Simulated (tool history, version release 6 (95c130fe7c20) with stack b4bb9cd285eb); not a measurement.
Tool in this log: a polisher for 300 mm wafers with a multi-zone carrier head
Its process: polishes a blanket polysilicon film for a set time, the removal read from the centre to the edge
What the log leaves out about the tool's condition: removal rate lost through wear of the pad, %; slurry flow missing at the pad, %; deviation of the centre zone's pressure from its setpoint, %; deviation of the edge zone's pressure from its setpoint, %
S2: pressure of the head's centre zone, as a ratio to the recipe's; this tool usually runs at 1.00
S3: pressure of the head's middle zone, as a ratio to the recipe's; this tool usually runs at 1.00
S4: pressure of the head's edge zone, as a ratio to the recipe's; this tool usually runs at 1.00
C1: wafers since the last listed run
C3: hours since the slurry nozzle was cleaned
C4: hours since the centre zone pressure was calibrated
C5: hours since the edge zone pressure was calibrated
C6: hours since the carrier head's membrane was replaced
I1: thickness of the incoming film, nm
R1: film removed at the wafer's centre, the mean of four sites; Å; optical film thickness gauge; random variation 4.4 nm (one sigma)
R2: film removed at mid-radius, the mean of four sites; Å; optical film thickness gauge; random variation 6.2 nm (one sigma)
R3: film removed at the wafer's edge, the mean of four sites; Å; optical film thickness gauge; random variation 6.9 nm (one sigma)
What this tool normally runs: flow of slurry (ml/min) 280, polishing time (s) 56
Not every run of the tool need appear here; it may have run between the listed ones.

run 1 day=0.000 | flow_of_slurry_(ml/min)=280 S2=1.00 S3=1.00 S4=1.00 polishing_time_(s)=56 | C1=0 wafers_polished_on_this_pad=240 C3=378.9 C4=747.1 C5=901.8 C6=838.9 | I1=1519.1 | R1=4784 R2=4583 R3=4657
run 2 day=0.646 | flow_of_slurry_(ml/min)=280 S2=1.00 S3=1.00 S4=1.00 polishing_time_(s)=56 | C1=101 wafers_polished_on_this_pad=341 C3=394.4 C4=762.6 C5=917.3 C6=854.4 | I1=1532.8 | R1=4831 R2=4510 R3=4710
-- day=2.004 worn pad replaced by a new one
run 3 day=2.129 | flow_of_slurry_(ml/min)=280 S2=1.00 S3=1.00 S4=1.00 polishing_time_(s)=56 | C1=206 wafers_polished_on_this_pad=19 C3=430.0 C4=798.2 C5=952.9 C6=890.0 | I1=1513.7 | R1=4757 R2=4572 R3=4654
run 4 day=3.258 | flow_of_slurry_(ml/min)=280 S2=1.00 S3=1.00 S4=1.00 polishing_time_(s)=56 | C1=176 wafers_polished_on_this_pad=196 C3=457.1 C4=825.3 C5=980.0 C6=917.1 | I1=1507.9 | R1=4918 R2=4499 R3=4642
run 5 day=4.012 | flow_of_slurry_(ml/min)=280 S2=1.07 S3=1.00 S4=1.00 polishing_time_(s)=56 | C1=118 wafers_polished_on_this_pad=314 C3=475.2 C4=843.4 C5=998.1 C6=935.2 | I1=1520.1 | R1=5105 R2=4457 R3=4687
run 6 day=4.621 | flow_of_slurry_(ml/min)=280 S2=1.00 S3=1.00 S4=1.00 polishing_time_(s)=49 | C1=95 wafers_polished_on_this_pad=409 C3=489.8 C4=858.0 C5=1012.7 C6=949.8 | I1=1516.0 | R1=4166 R2=3914 R3=3953
-- day=5.425 slurry nozzle cleaned
run 7 day=5.862 | flow_of_slurry_(ml/min)=280 S2=1.00 S3=1.00 S4=1.00 polishing_time_(s)=49 | C1=187 wafers_polished_on_this_pad=597 C3=10.5 C4=887.8 C5=1042.5 C6=979.6 | I1=1510.0 | R1=4288 R2=3991 R3=4151
-- day=6.138 worn pad replaced by a new one
run 8 day=6.512 | flow_of_slurry_(ml/min)=280 S2=1.00 S3=1.00 S4=1.00 polishing_time_(s)=49 | C1=75 wafers_polished_on_this_pad=58 C3=26.1 C4=903.4 C5=1058.1 C6=995.2 | I1=1517.9 | R1=4454 R2=3986 R3=4053
-- day=7.179 edge zone pressure recalibrated
run 9 day=7.933 | flow_of_slurry_(ml/min)=280 S2=1.05 S3=1.00 S4=1.00 polishing_time_(s)=56 | C1=209 wafers_polished_on_this_pad=267 C3=60.2 C4=937.5 C5=18.1 C6=1029.3 | I1=1524.4 | R1=5217 R2=4673 R3=4707
run 10 day=9.200 | flow_of_slurry_(ml/min)=205 S2=1.00 S3=0.89 S4=0.92 polishing_time_(s)=36 | C1=198 wafers_polished_on_this_pad=466 C3=90.6 C4=967.9 C5=48.5 C6=1059.7 | I1=1530.2 | R1=3217 R2=2654 R3=2834
-- day=9.379 worn pad replaced by a new one
-- day=10.471 carrier head's membrane replaced by a new one
run 11 day=10.675 | flow_of_slurry_(ml/min)=280 S2=0.96 S3=1.00 S4=1.06 polishing_time_(s)=56 | C1=172 wafers_polished_on_this_pad=170 C3=126.0 C4=1003.3 C5=83.9 C6=4.9 | I1=1538.8 | R1=4861 R2=4464 R3=4790
run 12 day=11.196 | flow_of_slurry_(ml/min)=280 S2=0.95 S3=1.00 S4=1.00 polishing_time_(s)=56 | C1=81 wafers_polished_on_this_pad=252 C3=138.5 C4=1015.8 C5=96.4 C6=17.4 | I1=1529.9 | R1=4870 R2=4621 R3=4715
-- day=11.350 centre zone pressure recalibrated
run 13 day=12.004 | flow_of_slurry_(ml/min)=280 S2=1.00 S3=1.00 S4=1.00 polishing_time_(s)=56 | C1=113 wafers_polished_on_this_pad=365 C3=157.9 C4=15.7 C5=115.8 C6=36.8 | I1=1538.5 | R1=4607 R2=4520 R3=4655
-- day=12.875 worn pad replaced by a new one
run 14 day=13.162 | flow_of_slurry_(ml/min)=280 S2=1.00 S3=1.12 S4=1.00 polishing_time_(s)=56 | C1=155 wafers_polished_on_this_pad=44 C3=185.7 C4=43.5 C5=143.6 C6=64.6 | I1=1513.9 | R1=4539 R2=4975 R3=4717
run 15 day=16.117 | flow_of_slurry_(ml/min)=280 S2=1.00 S3=0.95 S4=1.00 polishing_time_(s)=43 | C1=462 wafers_polished_on_this_pad=507 C3=256.6 C4=114.4 C5=214.5 C6=135.5 | I1=1520.7 | R1=3499 R2=3267 R3=3600
-- day=16.571 worn pad replaced by a new one
run 16 day=16.762 | flow_of_slurry_(ml/min)=280 S2=1.00 S3=1.00 S4=0.92 polishing_time_(s)=56 | C1=75 wafers_polished_on_this_pad=30 C3=272.1 C4=129.9 C5=230.0 C6=151.0 | I1=1501.6 | R1=4524 R2=4594 R3=4540

Forecast each of these 4 alternatives for the next run:
run A day=16.779 | flow_of_slurry_(ml/min)=280 S2=1.00 S3=1.00 S4=1.00 polishing_time_(s)=56 | C1=2 wafers_polished_on_this_pad=32 C3=272.5 C4=130.3 C5=230.4 C6=151.4 | I1=1552.7 | R1=? R2=? R3=?
run B day=16.779 | flow_of_slurry_(ml/min)=280 S2=1.06 S3=1.00 S4=0.96 polishing_time_(s)=41 | C1=2 wafers_polished_on_this_pad=32 C3=272.5 C4=130.3 C5=230.4 C6=151.4 | I1=1552.7 | R1=? R2=? R3=?
run C day=16.779 | flow_of_slurry_(ml/min)=345 S2=1.07 S3=1.00 S4=1.00 polishing_time_(s)=56 | C1=2 wafers_polished_on_this_pad=32 C3=272.5 C4=130.3 C5=230.4 C6=151.4 | I1=1552.7 | R1=? R2=? R3=?
run D day=16.779 | flow_of_slurry_(ml/min)=280 S2=0.92 S3=1.00 S4=1.08 polishing_time_(s)=56 | C1=2 wafers_polished_on_this_pad=32 C3=272.5 C4=130.3 C5=230.4 C6=151.4 | I1=1552.7 | R1=? R2=? R3=?

run=A R1=4559 R2=4601 R3=4800
run=B R1=3540 R2=3368 R3=3447
run=C R1=4969 R2=4675 R3=4859
run=D R1=4192 R2=4603 R3=4986
What these runs would have given with no unlogged condition in the tool:
run=A R1=4621 R2=4696 R3=4875
run=B R1=3588 R2=3437 R3=3500
run=C R1=5022 R2=4759 R3=4926
run=D R1=4249 R2=4698 R3=5063

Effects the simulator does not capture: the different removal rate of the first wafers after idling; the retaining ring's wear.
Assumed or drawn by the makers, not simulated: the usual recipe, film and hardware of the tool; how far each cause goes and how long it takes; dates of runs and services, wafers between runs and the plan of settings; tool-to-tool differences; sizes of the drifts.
